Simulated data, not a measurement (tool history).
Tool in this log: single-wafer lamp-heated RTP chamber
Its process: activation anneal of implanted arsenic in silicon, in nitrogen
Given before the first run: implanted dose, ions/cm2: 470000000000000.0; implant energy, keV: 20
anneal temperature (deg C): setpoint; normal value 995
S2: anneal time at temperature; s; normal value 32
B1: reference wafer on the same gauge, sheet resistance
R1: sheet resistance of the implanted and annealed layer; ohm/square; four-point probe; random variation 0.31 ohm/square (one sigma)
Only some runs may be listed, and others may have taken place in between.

{"run": 1, "hour": 0.0, "anneal temperature (deg C)": 995, "S2": 32, "B1": 246.03, "R1": 205.85}
{"run": 2, "hour": 173.2, "anneal temperature (deg C)": 995, "S2": 32, "B1": 245.9, "R1": 205.65}
{"run": 3, "hour": 246.6, "anneal temperature (deg C)": 995, "S2": 32, "B1": 245.95, "R1": 205.72}
{"run": 4, "hour": 326.3, "anneal temperature (deg C)": 995, "S2": 32, "B1": 245.91, "R1": 205.76}
{"hour": 347.7, "done": "pyrometer window cleaned and pyrometer calibrated"}
{"run": 5, "hour": 372.5, "anneal temperature (deg C)": 995, "S2": 32, "B1": 246.05, "R1": 205.65}
{"run": 6, "hour": 414.5, "anneal temperature (deg C)": 995, "S2": 32, "B1": 245.94, "R1": 205.3}
{"run": 7, "hour": 482.3, "anneal temperature (deg C)": 995, "S2": 32, "B1": 246.08, "R1": 205.52}
{"run": 8, "hour": 559.1, "anneal temperature (deg C)": 995, "S2": 32, "B1": 246.05, "R1": 205.24}
{"hour": 583.9, "done": "reflector plate cleaned"}
{"run": 9, "hour": 631.5, "anneal temperature (deg C)": 995, "S2": 43, "B1": 245.93, "R1": 203.47}
{"run": 10, "hour": 692.4, "anneal temperature (deg C)": 966, "S2": 13, "B1": 246.1, "R1": 211.63}
{"run": 11, "hour": 737.6, "anneal temperature (deg C)": 995, "S2": 14, "B1": 246.05, "R1": 208.89}
{"hour": 787.1, "done": "reflector plate cleaned, repeated, since the last time left the tool worse"}
{"hour": 798.2, "done": "gauge calibrated"}
{"run": 12, "hour": 819.5, "anneal temperature (deg C)": 1024, "S2": 45, "B1": 245.97, "R1": 199.3}
{"hour": 903.8, "done": "pyrometer window cleaned and pyrometer calibrated"}
{"run": 13, "hour": 904.3, "anneal temperature (deg C)": 995, "S2": 32, "B1": 246.05, "R1": 205.58}
{"run": 14, "hour": 1006.1, "anneal temperature (deg C)": 974, "S2": 26, "B1": 246.0, "R1": 209.3}
{"run": 15, "hour": 1081.6, "anneal temperature (deg C)": 995, "S2": 32, "B1": 246.01, "R1": 205.84}
{"run": 16, "hour": 1162.2, "anneal temperature (deg C)": 1006, "S2": 49, "B1": 245.92, "R1": 201.64}
{"run": 17, "hour": 1198.8, "anneal temperature (deg C)": 1014, "S2": 16, "B1": 245.92, "R1": 207.43}
{"run": 18, "hour": 1295.5, "anneal temperature (deg C)": 981, "S2": 20, "B1": 246.05, "R1": 209.37}

Predict each of these 5 candidate next runs independently; none follows another, all start after run 18:
{"run": "A", "hour": 1295.9, "anneal temperature (deg C)": 995, "S2": 32, "B1": "?", "R1": "?"}
{"run": "B", "hour": 1295.9, "anneal temperature (deg C)": 995, "S2": 25, "B1": "?", "R1": "?"}
{"run": "C", "hour": 1295.9, "anneal temperature (deg C)": 995, "S2": 47, "B1": "?", "R1": "?"}
{"run": "D", "hour": 1295.9, "anneal temperature (deg C)": 1016, "S2": 17, "B1": "?", "R1": "?"}
{"run": "E", "hour": 1295.9, "anneal temperature (deg C)": 995, "S2": 16, "B1": "?", "R1": "?"}

run=A B1=246.08 R1=205.18
run=B B1=246.08 R1=206.51
run=C B1=246.08 R1=202.88
run=D B1=246.08 R1=206.12
run=E B1=246.08 R1=208.66
With the hidden condition removed and each run's random variation left untouched, the same runs would have given:
run=A R1=205.73
run=B R1=206.98
run=C R1=203.55
run=D R1=206.66
run=E R1=209.03
